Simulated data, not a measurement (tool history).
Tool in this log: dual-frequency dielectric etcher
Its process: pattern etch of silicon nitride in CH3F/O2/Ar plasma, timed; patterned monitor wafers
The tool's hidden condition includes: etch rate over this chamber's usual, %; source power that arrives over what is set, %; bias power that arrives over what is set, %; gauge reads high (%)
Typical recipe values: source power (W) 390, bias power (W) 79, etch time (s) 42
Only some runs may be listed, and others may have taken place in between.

| run | day | source power (W) | bias power (W) | etch time (s) | wafers since the last listed run | hours since the last wet clean | hours since the last source power generator calibration | hours since the last bias power generator calibration | hours since the last upper electrode change | hours since the gauge calibration | read-back reference wafer on the same gauge, depth_nm | mean etch depth across the wafer (nm) |
|---|---|---|---|---|---|---|---|---|---|---|---|---|
| 1 | 0 | 390 | 64 | 42 | 0 | 403.7 | 1781.2 | 4615.9 | 3500.7 | 550.7 | 30.29 | 25.86 |
| 2 | 0.683 | 390 | 64 | 42 | 301 | 420.1 | 1797.6 | 4632.3 | 3517.1 | 567.1 | 30.29 | 25.8 |
| 3 | 1.342 | 390 | 64 | 42 | 290 | 435.9 | 1813.4 | 4648.1 | 3532.9 | 582.9 | 30.31 | 26.13 |
| 4 | 1.842 | 390 | 79 | 42 | 220 | 447.9 | 1825.4 | 4660.1 | 3544.9 | 594.9 | 30.3 | 29.12 |
| 5 | 2.492 | 390 | 79 | 42 | 286 | 463.5 | 1841 | 4675.7 | 3560.5 | 610.5 | 30.29 | 28.98 |
|  | 3.521 | wet clean of the chamber |
| 6 | 3.542 | 390 | 79 | 42 | 22 | 0.5 | 1866.2 | 4700.9 | 3585.7 | 635.7 | 30.33 | 29.65 |
| 7 | 3.558 | 390 | 79 | 42 | 7 | 0.9 | 1866.6 | 4701.3 | 3586.1 | 636.1 | 30.28 | 29.79 |
|  | 3.604 | gauge calibrated |
| 8 | 4.096 | 390 | 79 | 42 | 237 | 13.8 | 1879.5 | 4714.2 | 3599 | 11.8 | 30.28 | 29.78 |
| 9 | 4.404 | 360 | 79 | 49.5 | 136 | 21.2 | 1886.9 | 4721.6 | 3606.4 | 19.2 | 30.32 | 34.25 |
| 10 | 4.729 | 480 | 67 | 31 | 143 | 29 | 1894.7 | 4729.4 | 3614.2 | 27 | 30.29 | 21.29 |
| 11 | 5.146 | 480 | 67 | 31 | 183 | 39 | 1904.7 | 4739.4 | 3624.2 | 37 | 30.31 | 21.2 |
| 12 | 5.792 | 390 | 79 | 42 | 285 | 54.5 | 1920.2 | 4754.9 | 3639.7 | 52.5 | 30.3 | 29.58 |
|  | 6.875 | upper electrode replaced |
| 13 | 6.896 | 290 | 84 | 42 | 45 | 81 | 1946.7 | 4781.4 | 0.5 | 79 | 30.32 | 28.6 |
| 14 | 6.908 | 390 | 79 | 42 | 5 | 81.3 | 1947 | 4781.7 | 0.8 | 79.3 | 30.31 | 29.53 |
|  | 7.746 | source power generator calibrated |
| 15 | 8.779 | 390 | 73 | 42 | 752 | 126.2 | 24.8 | 4826.6 | 45.7 | 124.2 | 30.28 | 28.37 |
|  | 10.392 | bias power generator calibrated |
| 16 | 10.475 | 390 | 79 | 42 | 675 | 166.9 | 65.5 | 2 | 86.4 | 164.9 | 30.31 | 29.37 |
| 17 | 10.917 | 360 | 79 | 42 | 195 | 177.5 | 76.1 | 12.6 | 97 | 175.5 | 30.3 | 28.65 |
| 18 | 11.367 | 460 | 92 | 42 | 198 | 188.3 | 86.9 | 23.4 | 107.8 | 186.3 | 30.29 | 33.05 |
| 19 | 12.075 | 440 | 98 | 33 | 312 | 205.3 | 103.9 | 40.4 | 124.8 | 203.3 | 30.3 | 26.68 |
| 20 | 12.379 | 340 | 71 | 33 | 134 | 212.6 | 111.2 | 47.7 | 132.1 | 210.6 | 30.29 | 21.05 |
| 21 | 13.088 | 390 | 79 | 42 | 312 | 229.6 | 128.2 | 64.7 | 149.1 | 227.6 | 30.3 | 29.21 |
| 22 | 13.454 | 390 | 79 | 42 | 161 | 238.4 | 137 | 73.5 | 157.9 | 236.4 | 30.28 | 29.2 |

Forecast run 23:
| 23 | 14.079 | 390 | 73 | 31 | 275 | 253.4 | 152 | 88.5 | 172.9 | 251.4 | ? | ? |

read-back reference wafer on the same gauge, depth_nm: 30.3
mean etch depth across the wafer (nm): 20.7
With the hidden condition absent and the run-to-run variation left alone, this run would have shown mean etch depth across the wafer (nm) 21.19.

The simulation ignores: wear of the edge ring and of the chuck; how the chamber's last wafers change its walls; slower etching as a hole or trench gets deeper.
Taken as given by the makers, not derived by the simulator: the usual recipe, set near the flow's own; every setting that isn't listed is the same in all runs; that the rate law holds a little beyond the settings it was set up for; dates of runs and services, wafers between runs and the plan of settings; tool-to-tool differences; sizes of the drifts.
